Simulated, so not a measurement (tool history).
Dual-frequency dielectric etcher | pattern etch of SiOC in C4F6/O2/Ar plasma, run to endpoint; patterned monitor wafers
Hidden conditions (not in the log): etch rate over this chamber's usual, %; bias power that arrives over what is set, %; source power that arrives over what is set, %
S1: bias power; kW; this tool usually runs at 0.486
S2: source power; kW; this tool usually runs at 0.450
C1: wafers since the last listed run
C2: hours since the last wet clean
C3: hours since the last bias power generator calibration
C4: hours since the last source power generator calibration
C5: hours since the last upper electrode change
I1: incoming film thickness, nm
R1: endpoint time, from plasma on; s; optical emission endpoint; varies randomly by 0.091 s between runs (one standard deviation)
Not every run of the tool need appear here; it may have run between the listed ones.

| run | day | S1 | S2 | C1 | C2 | C3 | C4 | C5 | I1 | R1 |
|---|---|---|---|---|---|---|---|---|---|---|
| 1 | 0.000 | 0.486 | 0.450 | 0 | 47.7 | 3433.8 | 4136.1 | 2623.8 | 33.24 | 11.1 |
| 2 | 2.729 | 0.486 | 0.450 | 825 | 113.2 | 3499.3 | 4201.6 | 2689.3 | 33.28 | 11.0 |
| 3 | 5.538 | 0.486 | 0.450 | 849 | 180.6 | 3566.7 | 4269.0 | 2756.7 | 33.38 | 10.9 |
| 4 | 6.838 | 0.486 | 0.450 | 393 | 211.8 | 3597.9 | 4300.2 | 2787.9 | 33.25 | 10.8 |
| 5 | 8.112 | 0.486 | 0.450 | 385 | 242.4 | 3628.5 | 4330.8 | 2818.5 | 33.07 | 10.7 |
| 6 | 10.725 | 0.486 | 0.450 | 790 | 305.1 | 3691.2 | 4393.5 | 2881.2 | 33.35 | 10.9 |
| 7 | 12.767 | 0.486 | 0.450 | 617 | 354.1 | 3740.2 | 4442.5 | 2930.2 | 33.60 | 10.7 |
| 8 | 14.650 | 0.486 | 0.450 | 569 | 399.3 | 3785.4 | 4487.7 | 2975.4 | 33.07 | 10.5 |
|  | 16.133 | wet clean of the chamber |
| 9 | 16.154 | 0.486 | 0.450 | 152 | 0.5 | 3821.5 | 4523.8 | 3011.5 | 33.42 | 11.0 |
| 10 | 18.771 | 0.486 | 0.450 | 791 | 63.3 | 3884.3 | 4586.6 | 3074.3 | 32.86 | 10.9 |
| 11 | 19.896 | 0.486 | 0.450 | 340 | 90.3 | 3911.3 | 4613.6 | 3101.3 | 33.21 | 10.9 |
|  | 22.067 | bias power generator calibrated |
|  | 22.421 | upper electrode replaced |
| 12 | 22.571 | 0.486 | 0.530 | 651 | 154.5 | 12.1 | 4677.8 | 3.6 | 33.16 | 10.3 |
| 13 | 25.533 | 0.486 | 0.530 | 895 | 225.6 | 83.2 | 4748.9 | 74.7 | 33.13 | 10.3 |
| 14 | 27.742 | 0.570 | 0.360 | 667 | 278.6 | 136.2 | 4801.9 | 127.7 | 33.21 | 11.0 |
| 15 | 30.596 | 0.434 | 0.410 | 863 | 347.1 | 204.7 | 4870.4 | 196.2 | 33.05 | 11.4 |
| 16 | 32.092 | 0.575 | 0.480 | 452 | 383.0 | 240.6 | 4906.3 | 232.1 | 33.20 | 10.0 |
|  | 32.483 | source power generator calibrated |
|  | 34.608 | wet clean of the chamber |
| 17 | 34.658 | 0.486 | 0.450 | 423 | 1.2 | 302.2 | 52.2 | 293.7 | 33.26 | 11.1 |
| 18 | 35.671 | 0.486 | 0.450 | 306 | 25.5 | 326.5 | 76.5 | 318.0 | 33.20 | 11.1 |
| 19 | 38.179 | 0.486 | 0.450 | 758 | 85.7 | 386.7 | 136.7 | 378.2 | 33.39 | 11.0 |
| 20 | 39.654 | 0.541 | 0.380 | 446 | 121.1 | 422.1 | 172.1 | 413.6 | 32.83 | 11.1 |
| 21 | 41.162 | 0.486 | 0.520 | 456 | 157.3 | 458.3 | 208.3 | 449.8 | 33.41 | 10.5 |
| 22 | 42.175 | 0.486 | 0.450 | 306 | 181.6 | 482.6 | 232.6 | 474.1 | 33.47 | 10.8 |
| 23 | 43.508 | 0.440 | 0.400 | 403 | 213.6 | 514.6 | 264.6 | 506.1 | 33.39 | 11.7 |
| 24 | 44.888 | 0.408 | 0.560 | 417 | 246.7 | 547.7 | 297.7 | 539.2 | 33.27 | 10.7 |

4 ways to go on from here, each from the tool as it stands after run 24. What would each give?
| A | 44.904 | 0.548 | 0.450 | 5 | 247.1 | 548.1 | 298.1 | 539.6 | 33.22 | ? |
| B | 44.904 | 0.449 | 0.420 | 5 | 247.1 | 548.1 | 298.1 | 539.6 | 33.22 | ? |
| C | 44.904 | 0.486 | 0.370 | 5 | 247.1 | 548.1 | 298.1 | 539.6 | 33.22 | ? |
| D | 44.904 | 0.416 | 0.450 | 5 | 247.1 | 548.1 | 298.1 | 539.6 | 33.22 | ? |

| run | R1 |
|---|---|
| A | 10.3 |
| B | 11.2 |
| C | 11.3 |
| D | 11.2 |
Without the tool's hidden state the same runs would have given:
| run | R1 |
|---|---|
| A | 10.4 |
| B | 11.4 |
| C | 11.5 |
| D | 11.5 |

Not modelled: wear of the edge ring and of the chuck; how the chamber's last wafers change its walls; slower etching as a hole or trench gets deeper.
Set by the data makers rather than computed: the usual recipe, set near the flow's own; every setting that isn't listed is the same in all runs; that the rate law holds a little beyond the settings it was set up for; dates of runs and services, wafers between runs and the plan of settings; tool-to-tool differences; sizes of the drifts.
